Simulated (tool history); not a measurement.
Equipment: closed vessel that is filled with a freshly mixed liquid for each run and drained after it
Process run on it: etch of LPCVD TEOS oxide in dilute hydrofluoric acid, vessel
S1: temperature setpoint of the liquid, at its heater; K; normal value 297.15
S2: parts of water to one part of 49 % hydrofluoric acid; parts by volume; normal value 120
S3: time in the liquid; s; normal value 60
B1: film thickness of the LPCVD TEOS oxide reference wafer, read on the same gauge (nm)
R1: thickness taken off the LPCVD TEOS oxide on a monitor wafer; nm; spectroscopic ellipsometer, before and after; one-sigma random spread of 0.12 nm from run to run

run 1 hour=0 | S1=297.15 S2=120 S3=60 | B1=92.93 | R1=16.7
run 2 hour=97.8 | S1=297.15 S2=120 S3=60 | B1=93.08 | R1=17.08
run 3 hour=139.5 | S1=297.15 S2=120 S3=60 | B1=93.08 | R1=16.75
-- hour=172.8 thermometer replaced
run 4 hour=210.8 | S1=297.15 S2=120 S3=60 | B1=93.23 | R1=16.69
run 5 hour=301.9 | S1=297.15 S2=120 S3=60 | B1=93.3 | R1=16.92
run 6 hour=382.9 | S1=297.15 S2=120 S3=60 | B1=93.41 | R1=16.99
-- hour=431.9 hydrofluoric acid flow meter replaced
run 7 hour=469.6 | S1=297.15 S2=120 S3=60 | B1=93.52 | R1=17.04
run 8 hour=508.6 | S1=301.15 S2=90 S3=60 | B1=93.54 | R1=27.37
run 9 hour=577.6 | S1=301.15 S2=90 S3=60 | B1=93.54 | R1=27.34
run 10 hour=664.1 | S1=301.15 S2=90 S3=60 | B1=93.63 | R1=27.33
run 11 hour=715.3 | S1=297.15 S2=120 S3=60 | B1=93.66 | R1=17.05
run 12 hour=785.6 | S1=297.15 S2=120 S3=60 | B1=93.72 | R1=17.05
run 13 hour=856.4 | S1=297.15 S2=120 S3=60 | B1=93.74 | R1=16.78
run 14 hour=918.4 | S1=297.15 S2=120 S3=60 | B1=93.82 | R1=16.95
run 15 hour=972.7 | S1=297.15 S2=120 S3=60 | B1=93.83 | R1=16.94
run 16 hour=1047.7 | S1=297.15 S2=120 S3=60 | B1=93.83 | R1=17.02
-- hour=1159.3 thermometer replaced
run 17 hour=1245.9 | S1=297.15 S2=120 S3=60 | B1=93.93 | R1=17.26
run 18 hour=1295.6 | S1=299.65 S2=140 S3=85 | B1=94 | R1=21.95
run 19 hour=1350.6 | S1=301.15 S2=160 S3=40 | B1=93.98 | R1=9.45
run 20 hour=1403.5 | S1=297.15 S2=120 S3=60 | B1=94.04 | R1=17.19
run 21 hour=1446.1 | S1=299.15 S2=140 S3=60 | B1=94 | R1=15.39
run 22 hour=1533.9 | S1=293.65 S2=145 S3=60 | B1=94.02 | R1=11.82
run 23 hour=1634.6 | S1=292.15 S2=65 S3=45 | B1=94.11 | R1=20.53
run 24 hour=1893.5 | S1=301.15 S2=90 S3=50 | B1=94.16 | R1=23.03
run 25 hour=1987.2 | S1=297.15 S2=120 S3=60 | B1=94.17 | R1=17.14
run 26 hour=2053.8 | S1=297.15 S2=120 S3=60 | B1=94.15 | R1=17.13
run 27 hour=2102.1 | S1=297.15 S2=70 S3=85 | B1=94.11 | R1=43.49
-- hour=2155.3 gauge calibrated
-- hour=2162.9 hydrofluoric acid flow meter replaced
run 28 hour=2175.9 | S1=301.15 S2=120 S3=95 | B1=90.34 | R1=30.1
-- hour=2181.6 thermometer replaced
run 29 hour=2232.2 | S1=299.15 S2=120 S3=60 | B1=90.53 | R1=17.4
run 30 hour=2314.2 | S1=301.65 S2=95 S3=60 | B1=90.82 | R1=25.26
run 31 hour=2566.1 | S1=293.15 S2=85 S3=90 | B1=91.54 | R1=31.24
run 32 hour=2665.9 | S1=294.65 S2=120 S3=30 | B1=91.78 | R1=7.53
run 33 hour=2743.7 | S1=297.15 S2=155 S3=85 | B1=91.95 | R1=17.47
run 34 hour=2798.7 | S1=295.15 S2=120 S3=95 | B1=92.04 | R1=24.75

Selected run-to-run steps in R1, each split into two signed amounts: the part the tool would show with no hidden state at all (from settings, incoming material and random variation), and the remainder, which goes to the hidden state together with any gauge scatter not common to the measured and the hidden-state-free results:
The hidden state here: liquid hotter than its thermometer reads (K); hydrofluoric acid flow below the setpoint (%); gauge reads high (%).
Run 18 -> 19: S1 299.65 -> 301.15, S2 140 -> 160, S3 85 -> 40. R1 -12.5 nm: hidden state -0.53, all else -11.97.
Run 26 -> 27: S2 120 -> 70, S3 60 -> 85. R1 +26.36 nm: hidden state +1.17, all else +25.19.
Run 27 -> 28: S1 297.15 -> 301.15, S2 70 -> 120, S3 85 -> 95, gauge calibrated, hydrofluoric acid flow meter replaced. R1 -13.39 nm: hidden state -1.81, all else -11.58.
Run 31 -> 32: S1 293.15 -> 294.65, S2 85 -> 120, S3 90 -> 30. R1 -23.71 nm: hidden state -0.38, all else -23.33.
